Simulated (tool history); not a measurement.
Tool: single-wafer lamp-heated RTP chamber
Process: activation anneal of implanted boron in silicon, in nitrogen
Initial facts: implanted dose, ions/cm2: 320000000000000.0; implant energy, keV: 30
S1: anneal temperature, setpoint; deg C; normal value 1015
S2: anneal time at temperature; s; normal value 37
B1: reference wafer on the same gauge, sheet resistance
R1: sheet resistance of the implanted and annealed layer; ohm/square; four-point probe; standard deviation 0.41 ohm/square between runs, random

{"run": 1, "hour": 0.0, "S1": 1028, "S2": 37, "B1": 272.08, "R1": 268.58}
{"run": 2, "hour": 10.9, "S1": 1028, "S2": 37, "B1": 272.34, "R1": 268.96}
{"run": 3, "hour": 23.0, "S1": 1028, "S2": 37, "B1": 272.21, "R1": 269.08}
{"run": 4, "hour": 40.3, "S1": 1015, "S2": 47, "B1": 272.48, "R1": 269.88}
{"run": 5, "hour": 50.4, "S1": 1015, "S2": 47, "B1": 272.48, "R1": 269.7}
{"run": 6, "hour": 57.9, "S1": 1015, "S2": 37, "B1": 272.6, "R1": 271.25}
{"run": 7, "hour": 66.0, "S1": 1015, "S2": 37, "B1": 272.63, "R1": 270.49}
{"run": 8, "hour": 79.0, "S1": 1015, "S2": 37, "B1": 272.84, "R1": 271.44}
{"run": 9, "hour": 85.8, "S1": 1015, "S2": 50, "B1": 272.99, "R1": 270.04}
{"run": 10, "hour": 95.7, "S1": 1015, "S2": 50, "B1": 273.09, "R1": 270.47}
{"run": 11, "hour": 103.6, "S1": 1031, "S2": 54, "B1": 272.99, "R1": 268.44}
{"run": 12, "hour": 115.1, "S1": 1015, "S2": 53, "B1": 273.26, "R1": 270.18}
{"run": 13, "hour": 129.1, "S1": 1030, "S2": 51, "B1": 273.43, "R1": 269.03}
{"run": 14, "hour": 144.4, "S1": 1003, "S2": 31, "B1": 273.84, "R1": 275.06}
{"hour": 167.3, "done": "reflector plate cleaned"}
{"hour": 169.5, "done": "pyrometer window cleaned and pyrometer calibrated"}
{"run": 15, "hour": 170.0, "S1": 1015, "S2": 46, "B1": 274, "R1": 271.48}
{"run": 16, "hour": 174.5, "S1": 1032, "S2": 37, "B1": 273.96, "R1": 270.59}
{"hour": 184.9, "done": "gauge calibrated"}
{"run": 17, "hour": 188.9, "S1": 1015, "S2": 37, "B1": 271.89, "R1": 270.04}
{"run": 18, "hour": 199.5, "S1": 1015, "S2": 37, "B1": 271.96, "R1": 270.38}
{"run": 19, "hour": 213.7, "S1": 1031, "S2": 54, "B1": 271.84, "R1": 267.93}
{"run": 20, "hour": 221.9, "S1": 1015, "S2": 37, "B1": 271.94, "R1": 270.32}
{"run": 21, "hour": 238.6, "S1": 1030, "S2": 43, "B1": 271.85, "R1": 268.3}

For run 22, what comes out?
{"run": 22, "hour": 252.7, "S1": 986, "S2": 51, "B1": "?", "R1": "?"}

B1: 271.9
R1: 277.24 ohm/square
Minus the tool's unlogged condition, the same run would have read R1 277.28 ohm/square.

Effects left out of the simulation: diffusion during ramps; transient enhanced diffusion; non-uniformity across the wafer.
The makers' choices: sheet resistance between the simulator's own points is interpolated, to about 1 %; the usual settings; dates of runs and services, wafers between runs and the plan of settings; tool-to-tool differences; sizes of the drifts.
